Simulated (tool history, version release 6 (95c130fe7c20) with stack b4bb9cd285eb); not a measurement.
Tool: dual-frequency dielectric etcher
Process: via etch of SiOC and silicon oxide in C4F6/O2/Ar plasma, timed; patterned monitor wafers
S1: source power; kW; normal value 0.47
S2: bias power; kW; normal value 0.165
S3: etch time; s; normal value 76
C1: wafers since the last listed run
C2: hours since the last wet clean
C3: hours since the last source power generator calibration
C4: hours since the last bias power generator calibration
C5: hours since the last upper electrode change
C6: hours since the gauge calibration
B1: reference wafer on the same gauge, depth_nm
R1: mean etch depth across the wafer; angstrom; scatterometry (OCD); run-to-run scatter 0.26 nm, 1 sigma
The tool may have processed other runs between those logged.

run,hour,S1,S2,S3,C1,C2,C3,C4,C5,C6,B1,R1
1,0,0.47,0.179,76,0,456.3,2908,2413,1930,61.5,84.1,900
2,35.3,0.47,0.179,76,490,491.6,2943.3,2448.3,1965.3,96.8,84,899
3,57.2,0.47,0.179,76,304,513.5,2965.2,2470.2,1987.2,118.7,84.1,898
4,75.3,0.47,0.165,76,251,531.6,2983.3,2488.3,2005.3,136.8,84.1,876
5,109.4,0.47,0.165,76,474,565.7,3017.4,2522.4,2039.4,170.9,84.1,871
6,128.9,0.47,0.165,76,271,585.2,3036.9,2541.9,2058.9,190.4,84.1,878
7,146.7,0.4,0.179,83.5,247,603,3054.7,2559.7,2076.7,208.2,84.1,912
8,165.9,0.53,0.149,66,267,622.2,3073.9,2578.9,2095.9,227.4,84.2,782
# hour 198.9: source power generator calibrated
# hour 209.5: wet clean of the chamber
9,210,0.52,0.165,57.5,409,0.5,11.1,2623,2140,271.5,84.1,724
10,222.3,0.47,0.179,76,171,12.8,23.4,2635.3,2152.3,283.8,84.1,924
11,242.8,0.35,0.19,76,285,33.3,43.9,2655.8,2172.8,304.3,84.1,822
12,299,0.47,0.165,76,781,89.5,100.1,2712,2229,360.5,84.1,899
# hour 331.1: upper electrode replaced
13,333.9,0.47,0.165,76,151,124.4,135,2746.9,2.8,395.4,84.1,896
14,345.9,0.54,0.134,76,166,136.4,147,2758.9,14.8,407.4,84.2,912
15,364,0.4,0.177,57.5,251,154.5,165.1,2777,32.9,425.5,84.1,641
16,397.5,0.56,0.165,69.5,465,188,198.6,2810.5,66.4,459,84.1,889
17,431.4,0.4,0.13,76,471,221.9,232.5,2844.4,100.3,492.9,84.1,783
# hour 447.9: bias power generator calibrated
18,458.6,0.41,0.126,69.5,322,249.1,259.7,10.7,127.5,520.1,84.1,717
19,494,0.47,0.165,76,492,284.5,295.1,46.1,162.9,555.5,84.1,891
20,506.7,0.42,0.186,59,176,297.2,307.8,58.8,175.6,568.2,84.1,681
21,520.2,0.47,0.165,76,187,310.7,321.3,72.3,189.1,581.7,84.1,888
22,539.5,0.55,0.139,92.5,268,330,340.6,91.6,208.4,601,84.1,1117
23,575.4,0.39,0.195,66.5,499,365.9,376.5,127.5,244.3,636.9,84,749
24,597.5,0.55,0.194,76,307,388,398.6,149.6,266.4,659,84.1,991
25,614.8,0.47,0.165,85,240,405.3,415.9,166.9,283.7,676.3,84.1,990
26,639.6,0.38,0.201,69.5,344,430.1,440.7,191.7,308.5,701.1,84,777
27,669.7,0.53,0.149,66,418,460.2,470.8,221.8,338.6,731.2,84.1,786
28,691.7,0.47,0.165,61.5,305,482.2,492.8,243.8,360.6,753.2,84.1,717
# hour 732.9: wet clean of the chamber
29,733.4,0.47,0.165,76,246,0.5,534.5,285.5,402.3,794.9,84.2,905
30,733.7,0.37,0.13,57,4,0.8,534.8,285.8,402.6,795.2,84.1,571

4 options for the next run, each taken on its own from the tool as it stands now. Forecast them:
A,734.1,0.47,0.165,98.5,5,1.2,535.2,286.2,403,795.6,?,?
B,734.1,0.57,0.18,89.5,5,1.2,535.2,286.2,403,795.6,?,?
C,734.1,0.35,0.184,64.5,5,1.2,535.2,286.2,403,795.6,?,?
D,734.1,0.36,0.187,67.5,5,1.2,535.2,286.2,403,795.6,?,?

run,B1,R1
A,84,1172
B,84,1189
C,84,689
D,84,734
The same runs, with their run-to-run variation unchanged, on a tool lacking any hidden condition would have given:
run,R1
A,1174
B,1190
C,690
D,735

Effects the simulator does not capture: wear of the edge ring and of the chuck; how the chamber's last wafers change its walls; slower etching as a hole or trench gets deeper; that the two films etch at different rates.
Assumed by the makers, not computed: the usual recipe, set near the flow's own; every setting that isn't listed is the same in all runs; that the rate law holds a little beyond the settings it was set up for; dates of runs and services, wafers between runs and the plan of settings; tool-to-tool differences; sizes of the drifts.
